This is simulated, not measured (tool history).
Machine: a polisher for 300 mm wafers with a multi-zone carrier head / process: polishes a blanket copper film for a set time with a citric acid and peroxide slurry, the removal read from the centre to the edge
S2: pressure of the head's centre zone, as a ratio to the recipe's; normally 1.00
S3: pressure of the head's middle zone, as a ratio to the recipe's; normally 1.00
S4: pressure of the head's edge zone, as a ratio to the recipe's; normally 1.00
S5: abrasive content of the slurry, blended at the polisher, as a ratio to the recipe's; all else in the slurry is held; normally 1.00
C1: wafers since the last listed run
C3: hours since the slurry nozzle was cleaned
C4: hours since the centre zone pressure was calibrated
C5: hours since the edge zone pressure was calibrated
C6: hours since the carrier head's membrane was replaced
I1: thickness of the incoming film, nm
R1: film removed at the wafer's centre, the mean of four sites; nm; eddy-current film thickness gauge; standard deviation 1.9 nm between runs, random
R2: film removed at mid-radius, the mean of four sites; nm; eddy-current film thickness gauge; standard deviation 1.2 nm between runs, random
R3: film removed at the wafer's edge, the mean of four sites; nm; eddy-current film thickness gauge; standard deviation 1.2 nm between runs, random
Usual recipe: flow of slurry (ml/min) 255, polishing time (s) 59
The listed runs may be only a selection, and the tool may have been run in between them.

{"run": 1, "day": 0.0, "flow of slurry (ml/min)": 255, "S2": 1.0, "S3": 1.0, "S4": 1.0, "S5": 1.0, "polishing time (s)": 59, "C1": 0, "wafers polished on this pad": 383, "C3": 510.3, "C4": 854.4, "C5": 1142.9, "C6": 927.5, "I1": 740.4, "R1": 144.5, "R2": 149.0, "R3": 150.4}
{"run": 2, "day": 0.629, "flow of slurry (ml/min)": 255, "S2": 1.0, "S3": 1.0, "S4": 1.0, "S5": 1.0, "polishing time (s)": 59, "C1": 130, "wafers polished on this pad": 514, "C3": 525.4, "C4": 869.5, "C5": 1158.0, "C6": 942.6, "I1": 738.5, "R1": 143.4, "R2": 145.2, "R3": 149.4}
{"run": 3, "day": 1.167, "flow of slurry (ml/min)": 255, "S2": 1.0, "S3": 1.0, "S4": 1.0, "S5": 1.0, "polishing time (s)": 59, "C1": 111, "wafers polished on this pad": 626, "C3": 538.3, "C4": 882.4, "C5": 1170.9, "C6": 955.5, "I1": 736.3, "R1": 141.6, "R2": 148.2, "R3": 145.4}
{"day": 2.2, "done": "worn pad replaced by a new one"}
{"run": 4, "day": 2.221, "flow of slurry (ml/min)": 255, "S2": 1.0, "S3": 1.0, "S4": 1.0, "S5": 1.0, "polishing time (s)": 59, "C1": 184, "wafers polished on this pad": 4, "C3": 563.6, "C4": 907.7, "C5": 1196.2, "C6": 980.8, "I1": 752.2, "R1": 133.8, "R2": 136.0, "R3": 137.3}
{"day": 4.738, "done": "worn pad replaced by a new one, repeated, since the last time left the tool worse"}
{"run": 5, "day": 5.258, "flow of slurry (ml/min)": 300, "S2": 0.97, "S3": 1.0, "S4": 1.0, "S5": 1.0, "polishing time (s)": 59, "C1": 596, "wafers polished on this pad": 108, "C3": 636.5, "C4": 980.6, "C5": 1269.1, "C6": 1053.7, "I1": 733.7, "R1": 142.4, "R2": 153.4, "R3": 153.2}
{"run": 6, "day": 6.167, "flow of slurry (ml/min)": 300, "S2": 0.97, "S3": 1.0, "S4": 1.0, "S5": 1.0, "polishing time (s)": 59, "C1": 188, "wafers polished on this pad": 297, "C3": 658.3, "C4": 1002.4, "C5": 1290.9, "C6": 1075.5, "I1": 748.7, "R1": 145.6, "R2": 152.5, "R3": 152.5}
{"day": 6.338, "done": "edge zone pressure recalibrated"}
{"run": 7, "day": 6.679, "flow of slurry (ml/min)": 255, "S2": 1.0, "S3": 1.0, "S4": 0.97, "S5": 1.0, "polishing time (s)": 59, "C1": 89, "wafers polished on this pad": 386, "C3": 670.6, "C4": 1014.7, "C5": 8.2, "C6": 1087.8, "I1": 735.2, "R1": 145.6, "R2": 147.9, "R3": 147.5}
{"run": 8, "day": 8.158, "flow of slurry (ml/min)": 255, "S2": 1.0, "S3": 1.0, "S4": 0.9, "S5": 1.0, "polishing time (s)": 59, "C1": 307, "wafers polished on this pad": 694, "C3": 706.1, "C4": 1050.2, "C5": 43.7, "C6": 1123.3, "I1": 754.1, "R1": 141.1, "R2": 143.3, "R3": 139.5}
{"day": 8.842, "done": "worn pad replaced by a new one"}
{"run": 9, "day": 9.521, "flow of slurry (ml/min)": 255, "S2": 1.0, "S3": 1.0, "S4": 0.9, "S5": 1.0, "polishing time (s)": 59, "C1": 248, "wafers polished on this pad": 140, "C3": 738.8, "C4": 1082.9, "C5": 76.4, "C6": 1156.0, "I1": 750.9, "R1": 147.7, "R2": 151.4, "R3": 146.4}
{"day": 10.396, "done": "carrier head's membrane replaced by a new one"}
{"day": 10.55, "done": "slurry nozzle cleaned"}
{"day": 10.629, "done": "centre zone pressure recalibrated"}
{"run": 10, "day": 10.65, "flow of slurry (ml/min)": 180, "S2": 1.07, "S3": 0.91, "S4": 1.0, "S5": 1.0, "polishing time (s)": 42, "C1": 166, "wafers polished on this pad": 307, "C3": 2.4, "C4": 0.5, "C5": 103.5, "C6": 6.1, "I1": 749.1, "R1": 109.7, "R2": 95.3, "R3": 104.8}
{"run": 11, "day": 11.425, "flow of slurry (ml/min)": 255, "S2": 1.0, "S3": 0.97, "S4": 1.1, "S5": 1.0, "polishing time (s)": 59, "C1": 161, "wafers polished on this pad": 468, "C3": 21.0, "C4": 19.1, "C5": 122.1, "C6": 24.7, "I1": 744.3, "R1": 143.5, "R2": 144.8, "R3": 153.4}
{"run": 12, "day": 12.0, "flow of slurry (ml/min)": 255, "S2": 1.0, "S3": 1.0, "S4": 1.0, "S5": 1.0, "polishing time (s)": 59, "C1": 119, "wafers polished on this pad": 587, "C3": 34.8, "C4": 32.9, "C5": 135.9, "C6": 38.5, "I1": 747.0, "R1": 143.3, "R2": 148.4, "R3": 147.8}
{"day": 13.062, "done": "worn pad replaced by a new one"}
{"run": 13, "day": 13.083, "flow of slurry (ml/min)": 255, "S2": 1.1, "S3": 1.0, "S4": 0.94, "S5": 1.0, "polishing time (s)": 45, "C1": 190, "wafers polished on this pad": 4, "C3": 60.8, "C4": 58.9, "C5": 161.9, "C6": 64.5, "I1": 726.0, "R1": 125.9, "R2": 116.5, "R3": 115.0}
{"run": 14, "day": 14.162, "flow of slurry (ml/min)": 255, "S2": 1.0, "S3": 1.04, "S4": 1.0, "S5": 0.75, "polishing time (s)": 59, "C1": 224, "wafers polished on this pad": 229, "C3": 86.7, "C4": 84.8, "C5": 187.8, "C6": 90.4, "I1": 747.9, "R1": 139.5, "R2": 149.2, "R3": 144.7}

Below are 3 alternative next runs, each starting from the tool's condition after run 14. Predict each:
{"run": "A", "day": 14.179, "flow of slurry (ml/min)": 255, "S2": 1.0, "S3": 0.89, "S4": 1.0, "S5": 1.0, "polishing time (s)": 59, "C1": 3, "wafers polished on this pad": 232, "C3": 87.1, "C4": 85.2, "C5": 188.2, "C6": 90.8, "I1": 728.3, "R1": "?", "R2": "?", "R3": "?"}
{"run": "B", "day": 14.179, "flow of slurry (ml/min)": 195, "S2": 1.0, "S3": 1.07, "S4": 0.95, "S5": 1.0, "polishing time (s)": 54, "C1": 3, "wafers polished on this pad": 232, "C3": 87.1, "C4": 85.2, "C5": 188.2, "C6": 90.8, "I1": 728.3, "R1": "?", "R2": "?", "R3": "?"}
{"run": "C", "day": 14.179, "flow of slurry (ml/min)": 340, "S2": 1.11, "S3": 0.93, "S4": 1.0, "S5": 1.0, "polishing time (s)": 53, "C1": 3, "wafers polished on this pad": 232, "C3": 87.1, "C4": 85.2, "C5": 188.2, "C6": 90.8, "I1": 728.3, "R1": "?", "R2": "?", "R3": "?"}

run=A R1=147.0 R2=137.3 R3=153.1
run=B R1=131.9 R2=143.9 R3=134.5
run=C R1=149.9 R2=130.3 R3=139.5
Without the tool's unlogged condition, the same runs would have read:
run=A R1=149.7 R2=139.7 R3=155.9
run=B R1=134.3 R2=146.5 R3=136.9
run=C R1=152.6 R2=132.6 R3=142.0
